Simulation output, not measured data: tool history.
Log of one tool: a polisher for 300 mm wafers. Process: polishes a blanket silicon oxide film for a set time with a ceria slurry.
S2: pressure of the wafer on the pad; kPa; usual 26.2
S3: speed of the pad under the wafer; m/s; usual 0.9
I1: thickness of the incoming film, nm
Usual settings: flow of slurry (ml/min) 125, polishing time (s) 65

run 1 hour=0 | flow_of_slurry_(ml/min)=125 S2=28.3 S3=0.9 polishing_time_(s)=65 | I1=1842.3 | film_removed_(nm)=334.2
run 2 hour=15.3 | flow_of_slurry_(ml/min)=125 S2=28.3 S3=0.9 polishing_time_(s)=65 | I1=1826.9 | film_removed_(nm)=320.1
run 3 hour=31.7 | flow_of_slurry_(ml/min)=125 S2=28.3 S3=0.9 polishing_time_(s)=65 | I1=1873.3 | film_removed_(nm)=311.7
run 4 hour=38.5 | flow_of_slurry_(ml/min)=125 S2=26.2 S3=1.12 polishing_time_(s)=51 | I1=1838.4 | film_removed_(nm)=276.2
run 5 hour=50.8 | flow_of_slurry_(ml/min)=125 S2=26.2 S3=1.12 polishing_time_(s)=51 | I1=1848.4 | film_removed_(nm)=275
-- hour=92.7 worn pad replaced by a new one
run 6 hour=102.2 | flow_of_slurry_(ml/min)=125 S2=26.2 S3=0.9 polishing_time_(s)=50 | I1=1834.9 | film_removed_(nm)=229.8
run 7 hour=113.8 | flow_of_slurry_(ml/min)=125 S2=26.2 S3=0.9 polishing_time_(s)=65 | I1=1866.7 | film_removed_(nm)=290.2
run 8 hour=128.2 | flow_of_slurry_(ml/min)=125 S2=26.2 S3=0.9 polishing_time_(s)=65 | I1=1868.2 | film_removed_(nm)=281.3
run 9 hour=144.7 | flow_of_slurry_(ml/min)=125 S2=26.2 S3=0.9 polishing_time_(s)=65 | I1=1851.3 | film_removed_(nm)=276.5
run 10 hour=162.2 | flow_of_slurry_(ml/min)=125 S2=26.2 S3=0.66 polishing_time_(s)=65 | I1=1851.9 | film_removed_(nm)=198.7
-- hour=167.9 worn pad replaced by a new one
run 11 hour=176.9 | flow_of_slurry_(ml/min)=125 S2=26.2 S3=0.66 polishing_time_(s)=65 | I1=1845.6 | film_removed_(nm)=223.8
run 12 hour=183.5 | flow_of_slurry_(ml/min)=125 S2=26.2 S3=0.9 polishing_time_(s)=65 | I1=1874.3 | film_removed_(nm)=298.1
run 13 hour=200.9 | flow_of_slurry_(ml/min)=125 S2=26.2 S3=0.9 polishing_time_(s)=65 | I1=1846.8 | film_removed_(nm)=282.8
-- hour=209.7 slurry nozzle cleaned
run 14 hour=216.3 | flow_of_slurry_(ml/min)=125 S2=26.2 S3=0.9 polishing_time_(s)=65 | I1=1828.1 | film_removed_(nm)=276.7
run 15 hour=226.8 | flow_of_slurry_(ml/min)=125 S2=26.2 S3=0.9 polishing_time_(s)=65 | I1=1852.8 | film_removed_(nm)=277
run 16 hour=237.5 | flow_of_slurry_(ml/min)=125 S2=26.2 S3=1.1 polishing_time_(s)=65 | I1=1843.9 | film_removed_(nm)=340.6
run 17 hour=246.7 | flow_of_slurry_(ml/min)=125 S2=26.2 S3=1.08 polishing_time_(s)=52 | I1=1879.5 | film_removed_(nm)=269.4
-- hour=260.4 worn pad replaced by a new one
run 18 hour=263.2 | flow_of_slurry_(ml/min)=125 S2=30.3 S3=0.74 polishing_time_(s)=80 | I1=1826.7 | film_removed_(nm)=350.3
-- hour=266.5 head pressure recalibrated
run 19 hour=275.2 | flow_of_slurry_(ml/min)=125 S2=33.8 S3=0.9 polishing_time_(s)=84 | I1=1841.8 | film_removed_(nm)=481.8
run 20 hour=292.6 | flow_of_slurry_(ml/min)=125 S2=26.2 S3=0.9 polishing_time_(s)=65 | I1=1824.8 | film_removed_(nm)=282.2
run 21 hour=299 | flow_of_slurry_(ml/min)=100 S2=17.9 S3=0.9 polishing_time_(s)=73 | I1=1839.9 | film_removed_(nm)=211.9
run 22 hour=309.8 | flow_of_slurry_(ml/min)=125 S2=26.2 S3=0.9 polishing_time_(s)=65 | I1=1860.8 | film_removed_(nm)=271
run 23 hour=323 | flow_of_slurry_(ml/min)=125 S2=26.2 S3=0.9 polishing_time_(s)=65 | I1=1846.4 | film_removed_(nm)=277
-- hour=337 worn pad replaced by a new one
run 24 hour=375.3 | flow_of_slurry_(ml/min)=95 S2=22.1 S3=1.12 polishing_time_(s)=56 | I1=1810.9 | film_removed_(nm)=242.1
run 25 hour=385.1 | flow_of_slurry_(ml/min)=85 S2=26.2 S3=0.9 polishing_time_(s)=49 | I1=1865.1 | film_removed_(nm)=196.9
run 26 hour=402.9 | flow_of_slurry_(ml/min)=125 S2=29.6 S3=1.22 polishing_time_(s)=65 | I1=1825.3 | film_removed_(nm)=431.8
-- hour=421.9 worn pad replaced by a new one
run 27 hour=422.4 | flow_of_slurry_(ml/min)=105 S2=26.2 S3=1.2 polishing_time_(s)=65 | I1=1856 | film_removed_(nm)=405.6
run 28 hour=426.2 | flow_of_slurry_(ml/min)=125 S2=26.2 S3=0.78 polishing_time_(s)=75 | I1=1866.6 | film_removed_(nm)=306.8

Hidden state or all else? Some run-to-run changes of film removed (nm), split into what the settings, what came in and random variation would give without the hidden state, and what is left for the hidden state (with any gauge scatter that isn't in both results):
The hidden state here: removal rate lost through wear of the pad, %; slurry flow missing at the pad, %; deviation of the head's pressure from its setpoint, %.
Run 19 -> 20: S2 33.8 -> 26.2, polishing time (s) 84 -> 65. film removed (nm) -199.6: hidden state +4, all else -203.6.
Run 25 -> 26: flow of slurry (ml/min) 85 -> 125, S2 26.2 -> 29.6, S3 0.9 -> 1.22, polishing time (s) 49 -> 65. film removed (nm) +234.9: hidden state -35, all else +269.9.
Run 26 -> 27: flow of slurry (ml/min) 125 -> 105, S2 29.6 -> 26.2, S3 1.22 -> 1.2, worn pad replaced by a new one. film removed (nm) -26.2: hidden state +58.2, all else -84.4.
